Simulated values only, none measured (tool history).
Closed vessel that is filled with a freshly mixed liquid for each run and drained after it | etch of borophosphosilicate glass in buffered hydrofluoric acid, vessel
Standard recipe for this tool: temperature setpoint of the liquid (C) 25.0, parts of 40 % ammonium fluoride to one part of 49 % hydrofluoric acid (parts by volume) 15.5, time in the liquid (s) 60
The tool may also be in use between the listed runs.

| run | hour | temperature setpoint of the liquid (C) | parts of 40 % ammonium fluoride to one part of 49 % hydrofluoric acid (parts by volume) | time in the liquid (s) | read-back film thickness of the borophosphosilicate glass reference wafer, read on the same gauge (nm) | thickness taken off the borophosphosilicate glass on a monitor wafer (Å) |
|---|---|---|---|---|---|---|
| 1 | 0.0 | 25.0 | 15.5 | 40 | 60.01 | 710.2 |
| 2 | 29.3 | 25.0 | 12.0 | 60 | 59.99 | 1381.7 |
| 3 | 86.5 | 25.0 | 15.5 | 60 | 59.97 | 1058.9 |
| 4 | 116.4 | 25.0 | 15.5 | 60 | 59.99 | 1065.7 |
| 5 | 179.8 | 25.0 | 15.5 | 60 | 60.02 | 1064.3 |
| 6 | 226.3 | 25.0 | 13.5 | 60 | 59.99 | 1230.5 |
| 7 | 294.3 | 25.0 | 13.5 | 60 | 60.02 | 1227.7 |
|  | 324.6 | gauge calibrated |
| 8 | 329.6 | 25.0 | 17.5 | 60 | 59.98 | 952.0 |
| 9 | 364.5 | 25.0 | 15.5 | 60 | 59.99 | 1070.6 |
|  | 375.3 | thermometer replaced |
| 10 | 394.9 | 25.0 | 15.5 | 60 | 59.94 | 1071.8 |
| 11 | 449.2 | 25.0 | 15.5 | 60 | 60.00 | 1071.5 |
| 12 | 515.2 | 22.5 | 15.5 | 60 | 59.98 | 937.6 |
| 13 | 569.2 | 21.5 | 15.5 | 85 | 60.00 | 1259.5 |
| 14 | 623.6 | 25.0 | 15.5 | 85 | 59.98 | 1523.9 |
| 15 | 652.2 | 23.0 | 15.5 | 45 | 60.00 | 723.4 |
| 16 | 699.8 | 25.0 | 15.5 | 85 | 59.97 | 1517.0 |
| 17 | 732.7 | 25.0 | 15.5 | 60 | 60.02 | 1077.3 |
|  | 753.5 | hydrofluoric acid flow meter replaced |
| 18 | 777.0 | 20.5 | 15.5 | 45 | 59.96 | 614.6 |
| 19 | 843.6 | 21.5 | 13.0 | 35 | 60.01 | 602.8 |
| 20 | 875.1 | 25.0 | 15.5 | 60 | 60.03 | 1049.2 |
| 21 | 911.4 | 30.0 | 18.0 | 40 | 60.04 | 790.0 |
| 22 | 938.4 | 25.0 | 15.5 | 60 | 59.99 | 1050.6 |
| 23 | 980.3 | 23.0 | 15.5 | 30 | 59.97 | 471.7 |
| 24 | 1022.2 | 25.0 | 21.5 | 80 | 60.01 | 1031.9 |
| 25 | 1063.8 | 23.0 | 15.5 | 30 | 59.95 | 472.9 |

Branching from run 25: 5 alternative next runs. What would each branch give?
| A | 1064.5 | 25.0 | 15.5 | 60 | ? | ? |
| B | 1064.5 | 29.5 | 15.5 | 85 | ? | ? |
| C | 1064.5 | 25.0 | 15.5 | 30 | ? | ? |
| D | 1064.5 | 29.5 | 20.5 | 45 | ? | ? |
| E | 1064.5 | 25.0 | 15.5 | 70 | ? | ? |

| run | read-back film thickness of the borophosphosilicate glass reference wafer, read on the same gauge (nm) | thickness taken off the borophosphosilicate glass on a monitor wafer (Å) |
|---|---|---|
| A | 60.00 | 1050.1 |
| B | 60.00 | 1888.5 |
| C | 60.00 | 525.0 |
| D | 60.00 | 763.0 |
| E | 60.00 | 1225.1 |
The same runs, with their run-to-run variation unchanged, on a tool lacking any hidden condition would have given:
| run | thickness taken off the borophosphosilicate glass on a monitor wafer (Å) |
|---|---|
| A | 1042.6 |
| B | 1875.1 |
| C | 521.3 |
| D | 759.2 |
| E | 1216.3 |
